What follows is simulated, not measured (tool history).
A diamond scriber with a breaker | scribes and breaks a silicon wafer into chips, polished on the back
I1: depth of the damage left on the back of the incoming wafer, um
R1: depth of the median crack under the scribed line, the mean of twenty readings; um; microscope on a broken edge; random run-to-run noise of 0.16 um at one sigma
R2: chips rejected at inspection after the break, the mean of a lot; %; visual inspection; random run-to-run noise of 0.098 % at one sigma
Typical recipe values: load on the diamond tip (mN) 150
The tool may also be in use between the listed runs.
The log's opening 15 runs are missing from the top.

run 16 hour=1409 | load_on_the_diamond_tip_(mN)=150 | I1=0.04 | R1=8.36 R2=2.66
-- hour=1422.1 diamond tip replaced by a new one
run 17 hour=1502.6 | load_on_the_diamond_tip_(mN)=150 | I1=0.03 | R1=8.23 R2=2.87
-- hour=1507.6 load on the tip recalibrated
run 18 hour=1575.3 | load_on_the_diamond_tip_(mN)=129 | I1=0.02 | R1=8.31 R2=3.64
run 19 hour=1662.4 | load_on_the_diamond_tip_(mN)=179 | I1=0.03 | R1=9.19 R2=1.82
run 20 hour=1756.9 | load_on_the_diamond_tip_(mN)=127 | I1=0.04 | R1=7.79 R2=5.65
run 21 hour=1801.1 | load_on_the_diamond_tip_(mN)=110 | I1=0.01 | R1=7.44 R2=10.66
run 22 hour=1891.5 | load_on_the_diamond_tip_(mN)=132 | I1=0.02 | R1=7.97 R2=5.17
run 23 hour=1958.6 | load_on_the_diamond_tip_(mN)=150 | I1=0.04 | R1=8.38 R2=2.85
run 24 hour=2003.1 | load_on_the_diamond_tip_(mN)=178 | I1=0.02 | R1=9.12 R2=1.46
-- hour=2058.4 diamond tip replaced by a new one
run 25 hour=2062.5 | load_on_the_diamond_tip_(mN)=150 | I1=0.05 | R1=8.08 R2=2.89
-- hour=2072.2 load on the tip recalibrated
run 26 hour=2168.7 | load_on_the_diamond_tip_(mN)=150 | I1=0.01 | R1=8.86 R2=1.63
run 27 hour=2254.2 | load_on_the_diamond_tip_(mN)=185 | I1=0.02 | R1=9.55 R2=2.32
run 28 hour=2309.7 | load_on_the_diamond_tip_(mN)=108 | I1=0.04 | R1=7.5 R2=9.75
run 29 hour=2406.2 | load_on_the_diamond_tip_(mN)=150 | I1=0.05 | R1=8.44 R2=2.06
run 30 hour=2484 | load_on_the_diamond_tip_(mN)=134 | I1=0.05 | R1=7.99 R2=4.72
run 31 hour=2569.1 | load_on_the_diamond_tip_(mN)=150 | I1=0.02 | R1=8.3 R2=2.33
-- hour=2617 diamond tip replaced by a new one
run 32 hour=2661.4 | load_on_the_diamond_tip_(mN)=173 | I1=0.02 | R1=8.95 R2=1.5
-- hour=2689.6 load on the tip recalibrated
run 33 hour=2761.4 | load_on_the_diamond_tip_(mN)=150 | I1=0.04 | R1=8.91 R2=1.54

Forecast run 34:
run 34 hour=2854.7 | load_on_the_diamond_tip_(mN)=169 | I1=0.01 | R1=? R2=?

{"run 34": {"R1": 8.86, "R2": 1.52}}
If the tool had no hidden condition, the same run with the same run-to-run variation would have returned R1 9.17 um, R2 2.11 %.
